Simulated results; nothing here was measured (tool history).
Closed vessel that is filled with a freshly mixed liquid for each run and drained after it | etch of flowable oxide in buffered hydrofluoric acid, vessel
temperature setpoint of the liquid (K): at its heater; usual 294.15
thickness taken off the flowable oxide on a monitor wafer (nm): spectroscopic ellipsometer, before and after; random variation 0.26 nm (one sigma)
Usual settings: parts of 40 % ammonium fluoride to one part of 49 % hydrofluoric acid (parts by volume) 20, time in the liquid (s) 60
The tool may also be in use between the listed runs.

run   hour  temperature setpoint of the liquid (K)  parts of 40 % ammonium fluoride to one part of 49 % hydrofluoric acid (parts by volume)  time in the liquid (s)  read-back film thickness of the flowable oxide reference wafer, read on the same gauge (nm)  thickness taken off the flowable oxide on a monitor wafer (nm)
  1      0                                  294.15                                                                                       20                      60                                                                                          130                                                           82.86
  2  101.2                                  294.15                                                                                       20                      60                                                                                          130                                                           83.13
  3    196                                  294.15                                                                                       20                      60                                                                                       130.01                                                           83.18
  4  303.8                                  290.65                                                                                       20                      60                                                                                       129.97                                                           68.44
  5  382.1                                  297.15                                                                                       20                      60                                                                                       130.03                                                           98.14
  6  449.7                                  297.15                                                                                       20                      60                                                                                       130.02                                                           98.59
  7  497.4                                  297.15                                                                                       20                      60                                                                                       129.99                                                           98.72
     509.8  -- thermometer replaced
     515.8  -- hydrofluoric acid flow meter replaced
  8  585.9                                  294.15                                                                                     24.5                      80                                                                                          130                                                           93.85
  9  685.3                                  294.15                                                                                       20                      60                                                                                       129.99                                                           81.38
     718.9  -- gauge calibrated
 10    766                                  294.15                                                                                       16                      35                                                                                          130                                                           59.39

Run 11 comes next. What will it give?
 11  846.4                                  295.65                                                                                       20                      85                                                                                            ?                                                               ?

read-back film thickness of the flowable oxide reference wafer, read on the same gauge (nm): 130
thickness taken off the flowable oxide on a monitor wafer (nm): 126.2
Without the tool's hidden state the same run would have given thickness taken off the flowable oxide on a monitor wafer (nm) 124.95.

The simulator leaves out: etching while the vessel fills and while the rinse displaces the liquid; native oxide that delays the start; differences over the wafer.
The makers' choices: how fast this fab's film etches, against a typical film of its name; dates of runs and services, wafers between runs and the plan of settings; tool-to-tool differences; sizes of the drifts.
